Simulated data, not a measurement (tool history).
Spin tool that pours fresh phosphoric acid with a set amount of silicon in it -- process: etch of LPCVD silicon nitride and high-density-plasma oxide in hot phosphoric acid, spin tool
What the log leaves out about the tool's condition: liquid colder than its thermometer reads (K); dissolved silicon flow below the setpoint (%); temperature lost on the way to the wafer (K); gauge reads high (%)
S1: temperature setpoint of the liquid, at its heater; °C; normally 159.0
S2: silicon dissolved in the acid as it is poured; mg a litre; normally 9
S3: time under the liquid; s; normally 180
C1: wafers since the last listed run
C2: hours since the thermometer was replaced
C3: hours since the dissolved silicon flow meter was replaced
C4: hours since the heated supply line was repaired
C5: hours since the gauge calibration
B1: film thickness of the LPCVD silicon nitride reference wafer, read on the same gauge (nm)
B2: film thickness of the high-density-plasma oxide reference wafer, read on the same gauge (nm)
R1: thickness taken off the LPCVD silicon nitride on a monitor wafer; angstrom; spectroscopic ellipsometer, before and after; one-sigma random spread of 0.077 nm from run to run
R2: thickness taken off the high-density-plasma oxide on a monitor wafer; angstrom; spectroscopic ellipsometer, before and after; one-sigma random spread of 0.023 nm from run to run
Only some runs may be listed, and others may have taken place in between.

run,hour,S1,S2,S3,C1,C2,C3,C4,C5,B1,B2,R1,R2
1,0.0,159.0,9,180,0,2317.2,2121.5,1644.7,559.0,60.00,150.007,143.4,5.87
2,52.2,159.0,4,155,413,2369.4,2173.7,1696.9,611.2,60.01,149.962,123.7,5.17
3,107.3,159.0,4,155,436,2424.5,2228.8,1752.0,666.3,60.00,150.021,123.3,5.09
4,168.0,159.0,9,180,481,2485.2,2289.5,1812.7,727.0,60.00,149.983,142.5,5.37
5,212.7,159.0,9,180,354,2529.9,2334.2,1857.4,771.7,60.01,150.015,142.7,5.28
# hour 236.0: gauge calibrated
# hour 237.1: thermometer replaced
6,274.8,159.0,9,180,484,37.7,2396.3,1919.5,38.8,59.99,150.027,141.0,5.68
7,342.7,159.0,9,215,538,105.6,2464.2,1987.4,106.7,60.01,150.030,168.5,6.60
8,377.5,159.0,9,180,275,140.4,2499.0,2022.2,141.5,60.00,149.984,139.6,5.20
9,403.5,159.0,9,75,206,166.4,2525.0,2048.2,167.5,60.00,149.969,58.7,2.11

Run 10, settings as shown, results not yet in. Your forecast:
# hour 411.9: heated supply line repaired
10,461.0,157.5,6,265,447,223.9,2582.5,49.1,225.0,?,?,?,?

Logged for run 10: B1 60.01, B2 150.003, R1 223.1 angstrom, R2 10.51 angstrom.
Had the tool carried no hidden state, the very same run would have given R1 225.7 angstrom, R2 10.78 angstrom.
